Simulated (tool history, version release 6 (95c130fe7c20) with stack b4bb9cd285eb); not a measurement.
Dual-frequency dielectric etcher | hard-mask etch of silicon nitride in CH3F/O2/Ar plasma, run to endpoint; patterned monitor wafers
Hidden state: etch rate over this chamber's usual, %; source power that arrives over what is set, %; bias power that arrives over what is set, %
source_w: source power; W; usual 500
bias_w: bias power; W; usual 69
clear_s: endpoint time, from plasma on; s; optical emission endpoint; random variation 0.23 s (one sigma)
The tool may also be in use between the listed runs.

| run | hour | source_w | bias_w | wafers since the last listed run | hours since the last wet clean | hours since the last source power generator calibration | hours since the last bias power generator calibration | hours since the last upper electrode change | incoming incoming film thickness, nm | clear_s |
|---|---|---|---|---|---|---|---|---|---|---|
| 1 | 0.0 | 500 | 63 | 0 | 57.8 | 3125.7 | 3202.6 | 1744.2 | 30.45 | 46.2 |
| 2 | 96.6 | 500 | 63 | 733 | 154.4 | 3222.3 | 3299.2 | 1840.8 | 30.68 | 46.4 |
| 3 | 177.5 | 500 | 69 | 614 | 235.3 | 3303.2 | 3380.1 | 1921.7 | 30.59 | 44.1 |
| 4 | 220.0 | 500 | 69 | 322 | 277.8 | 3345.7 | 3422.6 | 1964.2 | 30.79 | 45.3 |
| 5 | 306.7 | 500 | 69 | 658 | 364.5 | 3432.4 | 3509.3 | 2050.9 | 30.65 | 45.0 |
| 6 | 365.2 | 500 | 69 | 444 | 423.0 | 3490.9 | 3567.8 | 2109.4 | 30.80 | 45.3 |
| 7 | 427.2 | 500 | 69 | 470 | 485.0 | 3552.9 | 3629.8 | 2171.4 | 30.04 | 44.3 |
| 8 | 475.1 | 500 | 69 | 363 | 532.9 | 3600.8 | 3677.7 | 2219.3 | 30.70 | 45.7 |
| 9 | 557.7 | 500 | 69 | 627 | 615.5 | 3683.4 | 3760.3 | 2301.9 | 30.71 | 45.9 |
| 10 | 621.1 | 500 | 69 | 481 | 678.9 | 3746.8 | 3823.7 | 2365.3 | 30.53 | 45.8 |
|  | 689.6 | wet clean of the chamber |
| 11 | 725.2 | 400 | 57 | 608 | 35.6 | 3850.9 | 3927.8 | 2469.4 | 30.45 | 54.5 |
| 12 | 777.8 | 430 | 82 | 399 | 88.2 | 3903.5 | 3980.4 | 2522.0 | 30.39 | 43.1 |
| 13 | 879.7 | 590 | 65 | 773 | 190.1 | 4005.4 | 4082.3 | 2623.9 | 30.69 | 42.2 |
|  | 898.0 | bias power generator calibrated |
|  | 1165.7 | source power generator calibrated |
| 14 | 1175.2 | 570 | 76 | 2182 | 485.6 | 9.5 | 277.2 | 2919.4 | 30.40 | 41.3 |
| 15 | 1243.7 | 590 | 85 | 520 | 554.1 | 78.0 | 345.7 | 2987.9 | 30.58 | 38.7 |
| 16 | 1301.0 | 450 | 69 | 435 | 611.4 | 135.3 | 403.0 | 3045.2 | 30.55 | 49.3 |
| 17 | 1461.8 | 620 | 69 | 1220 | 772.2 | 296.1 | 563.8 | 3206.0 | 30.72 | 42.8 |
|  | 1491.4 | wet clean of the chamber |
|  | 1497.1 | upper electrode replaced |
| 18 | 1515.1 | 560 | 84 | 179 | 23.7 | 349.4 | 617.1 | 18.0 | 30.58 | 38.4 |
| 19 | 1579.2 | 610 | 69 | 486 | 87.8 | 413.5 | 681.2 | 82.1 | 30.82 | 41.4 |
| 20 | 1630.0 | 590 | 59 | 385 | 138.6 | 464.3 | 732.0 | 132.9 | 30.49 | 45.2 |
| 21 | 1726.9 | 440 | 86 | 735 | 235.5 | 561.2 | 828.9 | 229.8 | 30.41 | 43.1 |
| 22 | 1793.0 | 460 | 78 | 501 | 301.6 | 627.3 | 895.0 | 295.9 | 30.44 | 44.1 |
| 23 | 2057.1 | 580 | 82 | 2005 | 565.7 | 891.4 | 1159.1 | 560.0 | 30.50 | 39.2 |
| 24 | 2164.2 | 440 | 65 | 813 | 672.8 | 998.5 | 1266.2 | 667.1 | 30.37 | 50.8 |
|  | 2189.4 | wet clean of the chamber |
| 25 | 2219.0 | 400 | 57 | 233 | 29.6 | 1053.3 | 1321.0 | 721.9 | 30.72 | 56.1 |
| 26 | 2290.3 | 410 | 62 | 541 | 100.9 | 1124.6 | 1392.3 | 793.2 | 30.82 | 53.2 |
| 27 | 2357.7 | 570 | 64 | 511 | 168.3 | 1192.0 | 1459.7 | 860.6 | 30.65 | 44.4 |
| 28 | 2449.9 | 540 | 69 | 700 | 260.5 | 1284.2 | 1551.9 | 952.8 | 30.79 | 43.8 |
| 29 | 2572.6 | 400 | 79 | 931 | 383.2 | 1406.9 | 1674.6 | 1075.5 | 30.56 | 47.2 |
| 30 | 2622.6 | 500 | 69 | 379 | 433.2 | 1456.9 | 1724.6 | 1125.5 | 31.07 | 47.1 |
| 31 | 2728.7 | 500 | 57 | 805 | 539.3 | 1563.0 | 1830.7 | 1231.6 | 30.54 | 51.1 |
| 32 | 2801.6 | 450 | 59 | 553 | 612.2 | 1635.9 | 1903.6 | 1304.5 | 30.74 | 53.1 |
| 33 | 2885.1 | 500 | 59 | 633 | 695.7 | 1719.4 | 1987.1 | 1388.0 | 30.79 | 51.1 |
|  | 2989.4 | wet clean of the chamber |
| 34 | 2989.9 | 500 | 69 | 613 | 0.5 | 1824.2 | 2091.9 | 1492.8 | 30.52 | 44.1 |
| 35 | 3013.7 | 420 | 86 | 180 | 24.3 | 1848.0 | 2115.7 | 1516.6 | 30.35 | 42.8 |

The same runs without the tool's hidden state, with the same run-to-run variation:
| run | clear_s |
|---|---|
| 1 | 46.9 |
| 2 | 46.9 |
| 3 | 44.2 |
| 4 | 45.3 |
| 5 | 44.8 |
| 6 | 44.9 |
| 7 | 43.7 |
| 8 | 45.0 |
| 9 | 45.0 |
| 10 | 44.7 |
| 11 | 55.7 |
| 12 | 43.9 |
| 13 | 42.7 |
| 14 | 39.9 |
| 15 | 37.2 |
| 16 | 47.3 |
| 17 | 40.8 |
| 18 | 38.4 |
| 19 | 41.3 |
| 20 | 44.9 |
| 21 | 42.6 |
| 22 | 43.5 |
| 23 | 38.1 |
| 24 | 49.0 |
| 25 | 56.3 |
| 26 | 53.2 |
| 27 | 44.2 |
| 28 | 43.4 |
| 29 | 46.4 |
| 30 | 46.1 |
| 31 | 49.7 |
| 32 | 51.4 |
| 33 | 49.2 |
| 34 | 44.9 |
| 35 | 43.5 |

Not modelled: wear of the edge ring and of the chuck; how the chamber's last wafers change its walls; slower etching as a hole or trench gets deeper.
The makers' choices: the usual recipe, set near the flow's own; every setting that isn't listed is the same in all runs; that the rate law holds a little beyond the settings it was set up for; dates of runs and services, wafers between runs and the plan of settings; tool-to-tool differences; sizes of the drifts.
